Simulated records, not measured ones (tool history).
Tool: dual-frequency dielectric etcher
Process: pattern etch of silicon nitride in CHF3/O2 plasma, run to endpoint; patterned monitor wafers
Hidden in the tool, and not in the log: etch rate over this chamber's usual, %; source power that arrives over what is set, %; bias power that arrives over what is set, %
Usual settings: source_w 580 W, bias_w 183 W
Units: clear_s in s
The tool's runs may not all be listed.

run	hour	source_w	bias_w	wafers since the last listed run	hours since the last wet clean	hours since the last source power generator calibration	hours since the last bias power generator calibration	hours since the last upper electrode change	incoming incoming film thickness, nm	clear_s
1	0.0	580	183	0	352.9	1919.6	3771.4	3773.0	97.3	57.9
2	48.4	580	183	319	401.3	1968.0	3819.8	3821.4	95.9	56.9
3	74.8	580	183	174	427.7	1994.4	3846.2	3847.8	97.1	57.8
4	107.8	670	183	218	460.7	2027.4	3879.2	3880.8	98.5	54.0
5	170.7	670	183	415	523.6	2090.3	3942.1	3943.7	98.3	53.8
# hour 224.6: wet clean of the chamber
6	225.1	670	183	200	0.5	2144.7	3996.5	3998.1	98.6	53.2
7	252.5	470	183	181	27.9	2172.1	4023.9	4025.5	97.4	65.6
8	321.8	470	183	458	97.2	2241.4	4093.2	4094.8	97.3	65.7
9	383.0	630	183	404	158.4	2302.6	4154.4	4156.0	97.6	55.0
10	415.5	630	183	214	190.9	2335.1	4186.9	4188.5	97.6	54.7
11	449.9	580	183	227	225.3	2369.5	4221.3	4222.9	98.4	58.2
12	515.7	580	183	434	291.1	2435.3	4287.1	4288.7	96.8	57.1
13	579.3	580	183	420	354.7	2498.9	4350.7	4352.3	97.8	58.1
# hour 599.0: bias power generator calibrated
14	615.6	580	183	213	391.0	2535.2	16.6	4388.6	97.9	58.3
15	674.9	580	183	391	450.3	2594.5	75.9	4447.9	98.2	58.3
16	709.2	580	183	226	484.6	2628.8	110.2	4482.2	97.3	58.0
# hour 736.4: wet clean of the chamber
17	745.5	720	183	81	9.1	2665.1	146.5	4518.5	98.2	50.9
18	773.4	580	183	184	37.0	2693.0	174.4	4546.4	98.1	57.9
19	805.3	640	141	210	68.9	2724.9	206.3	4578.3	97.9	57.7
20	843.8	580	183	254	107.4	2763.4	244.8	4616.8	97.7	57.7
21	904.8	580	183	403	168.4	2824.4	305.8	4677.8	98.7	58.5
22	978.2	540	199	485	241.8	2897.8	379.2	4751.2	97.3	58.9
# hour 1091.0: source power generator calibrated
23	1091.5	580	202	722	355.1	0.5	492.5	4864.5	97.8	58.2
24	1133.5	450	204	277	397.1	42.5	534.5	4906.5	97.3	68.4
# hour 1193.1: upper electrode replaced
# hour 1213.3: wet clean of the chamber
25	1213.8	580	183	238	0.5	122.8	614.8	20.7	98.0	58.9
26	1263.2	580	159	326	49.9	172.2	664.2	70.1	98.0	60.9
27	1312.6	580	163	326	99.3	221.6	713.6	119.5	97.6	60.4
28	1384.2	680	138	473	170.9	293.2	785.2	191.1	97.1	56.8
29	1449.7	580	183	432	236.4	358.7	850.7	256.6	97.6	58.5
30	1485.1	640	144	234	271.8	394.1	886.1	292.0	97.9	59.0
31	1541.4	460	217	372	328.1	450.4	942.4	348.3	97.7	65.4
32	1613.2	670	210	474	399.9	522.2	1014.2	420.1	98.2	52.6

How the hidden state differs across the entries between the runs, from the last listed run before each to the first after it:
Between runs 5 and 6: wet clean of the chamber (hour 224.6)
  etch rate over this chamber's usual, %: -1.36 -> 0.0996; source power that arrives over what is set, %: 4.54 -> 4.57
  measured less the result without the state, clear_s: -0.7 -> -1.5 s
Between runs 13 and 14: bias power generator calibrated (hour 599.0)
  etch rate over this chamber's usual, %: -0.91 -> -1.01; source power that arrives over what is set, %: 4.77 -> 4.79
  measured less the result without the state, clear_s: -1.1 -> -1.1 s
Between runs 16 and 17: wet clean of the chamber (hour 736.4)
  etch rate over this chamber's usual, %: -1.28 -> -0.14; source power that arrives over what is set, %: 4.83 -> 4.84
  measured less the result without the state, clear_s: -0.9 -> -1.4 s
Between runs 22 and 23: source power generator calibrated (hour 1091.0)
  etch rate over this chamber's usual, %: -0.803 -> -1.13; source power that arrives over what is set, %: 4.92 -> -0.336
  measured less the result without the state, clear_s: -1.2 -> +0.8 s
Between runs 24 and 25: upper electrode replaced (hour 1193.1); wet clean of the chamber (hour 1213.3)
  etch rate over this chamber's usual, %: -1.25 -> 0.0355; source power that arrives over what is set, %: -0.129 -> 0.244
  measured less the result without the state, clear_s: +0.9 -> -0.1 s

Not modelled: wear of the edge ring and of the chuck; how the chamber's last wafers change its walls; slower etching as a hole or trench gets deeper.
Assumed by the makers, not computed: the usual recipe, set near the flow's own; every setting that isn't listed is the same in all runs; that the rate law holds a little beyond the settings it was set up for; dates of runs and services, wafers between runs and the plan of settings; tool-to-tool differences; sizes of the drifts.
